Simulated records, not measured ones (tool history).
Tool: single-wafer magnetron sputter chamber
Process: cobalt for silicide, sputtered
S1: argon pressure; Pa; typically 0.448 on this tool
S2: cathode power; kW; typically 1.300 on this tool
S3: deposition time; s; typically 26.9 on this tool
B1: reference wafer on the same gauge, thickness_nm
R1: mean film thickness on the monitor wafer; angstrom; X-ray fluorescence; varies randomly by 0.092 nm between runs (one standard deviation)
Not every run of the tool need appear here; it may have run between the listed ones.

| run | hour | S1 | S2 | S3 | B1 | R1 |
|---|---|---|---|---|---|---|
| 1 | 0.0 | 0.448 | 1.300 | 29.8 | 17.119 | 211.46 |
| 2 | 97.9 | 0.448 | 1.300 | 29.0 | 17.136 | 205.13 |
| 3 | 136.8 | 0.448 | 1.300 | 29.0 | 17.138 | 206.00 |
| 4 | 213.9 | 0.448 | 1.300 | 26.9 | 17.100 | 189.04 |
| 5 | 300.7 | 0.448 | 1.300 | 26.9 | 17.093 | 190.53 |
|  | 344.3 | sputter target and shields replaced |
| 6 | 375.1 | 0.448 | 1.300 | 26.9 | 17.104 | 191.39 |
| 7 | 436.7 | 0.448 | 1.300 | 26.9 | 17.117 | 193.87 |
| 8 | 512.0 | 0.448 | 1.300 | 26.9 | 17.088 | 191.82 |
| 9 | 604.3 | 0.399 | 1.300 | 26.9 | 17.077 | 191.63 |
| 10 | 659.7 | 0.399 | 1.300 | 26.9 | 17.096 | 190.85 |
| 11 | 723.5 | 0.399 | 1.300 | 26.9 | 17.088 | 190.76 |
| 12 | 792.4 | 0.448 | 1.300 | 26.9 | 17.086 | 189.27 |
| 13 | 887.5 | 0.448 | 1.300 | 26.9 | 17.109 | 188.96 |
|  | 929.3 | sputter target and shields replaced |
| 14 | 945.7 | 0.448 | 1.300 | 26.9 | 17.093 | 191.79 |
| 15 | 1008.2 | 0.448 | 1.300 | 26.9 | 17.094 | 193.87 |
|  | 1095.6 | magnet pack replaced, of another model than before |
| 16 | 1112.2 | 0.448 | 1.300 | 26.9 | 17.079 | 191.11 |
| 17 | 1156.4 | 0.561 | 1.100 | 22.4 | 17.086 | 132.73 |
| 18 | 1207.3 | 0.591 | 1.300 | 26.9 | 17.095 | 185.16 |
|  | 1221.4 | capacitance manometer re-zeroed and calibrated |
| 19 | 1256.4 | 0.448 | 1.300 | 26.9 | 17.093 | 189.58 |
| 20 | 1324.9 | 0.551 | 1.200 | 30.9 | 17.137 | 197.18 |
| 21 | 1424.8 | 0.559 | 1.300 | 23.6 | 17.121 | 162.40 |
|  | 1520.6 | sputter target and shields replaced |
| 22 | 1523.4 | 0.308 | 1.600 | 29.3 | 17.095 | 270.16 |
| 23 | 1578.6 | 0.282 | 1.450 | 24.7 | 17.113 | 206.58 |
| 24 | 1659.0 | 0.383 | 1.100 | 26.9 | 17.097 | 166.82 |
|  | 1665.4 | gauge calibrated |
| 25 | 1714.7 | 0.448 | 1.300 | 26.9 | 17.085 | 190.62 |
| 26 | 1820.9 | 0.448 | 1.300 | 32.3 | 17.116 | 229.45 |
| 27 | 1865.4 | 0.448 | 1.300 | 26.9 | 17.096 | 190.07 |
| 28 | 1934.0 | 0.357 | 1.200 | 30.9 | 17.102 | 207.12 |
| 29 | 1981.2 | 0.276 | 1.150 | 31.1 | 17.141 | 202.78 |
|  | 2006.1 | sputter target and shields replaced |
| 30 | 2059.8 | 0.569 | 1.500 | 31.5 | 17.055 | 250.20 |
| 31 | 2144.2 | 0.591 | 1.300 | 26.9 | 17.099 | 186.94 |
| 32 | 2190.3 | 0.448 | 1.100 | 26.9 | 17.104 | 162.69 |
| 33 | 2275.0 | 0.386 | 1.050 | 25.4 | 17.144 | 149.31 |
| 34 | 2360.8 | 0.355 | 1.200 | 26.9 | 17.122 | 180.18 |
| 35 | 2404.8 | 0.448 | 1.300 | 23.4 | 17.090 | 166.34 |

Each run again, without the hidden state but with its own random variation kept:
The hidden state here: deposition rate above that of a new target (%); true argon pressure above the setpoint (%); gauge reads high (%).
| run | R1 |
|---|---|
| 1 | 212.70 |
| 2 | 207.15 |
| 3 | 208.35 |
| 4 | 191.79 |
| 5 | 193.98 |
| 6 | 191.83 |
| 7 | 194.79 |
| 8 | 193.32 |
| 9 | 193.84 |
| 10 | 193.48 |
| 11 | 193.88 |
| 12 | 192.91 |
| 13 | 193.33 |
| 14 | 192.11 |
| 15 | 194.68 |
| 16 | 192.70 |
| 17 | 134.07 |
| 18 | 187.41 |
| 19 | 192.27 |
| 20 | 200.53 |
| 21 | 165.83 |
| 22 | 270.19 |
| 23 | 207.06 |
| 24 | 167.74 |
| 25 | 192.11 |
| 26 | 232.22 |
| 27 | 192.71 |
| 28 | 210.57 |
| 29 | 206.56 |
| 30 | 250.97 |
| 31 | 188.15 |
| 32 | 164.04 |
| 33 | 151.07 |
| 34 | 182.93 |
| 35 | 169.18 |

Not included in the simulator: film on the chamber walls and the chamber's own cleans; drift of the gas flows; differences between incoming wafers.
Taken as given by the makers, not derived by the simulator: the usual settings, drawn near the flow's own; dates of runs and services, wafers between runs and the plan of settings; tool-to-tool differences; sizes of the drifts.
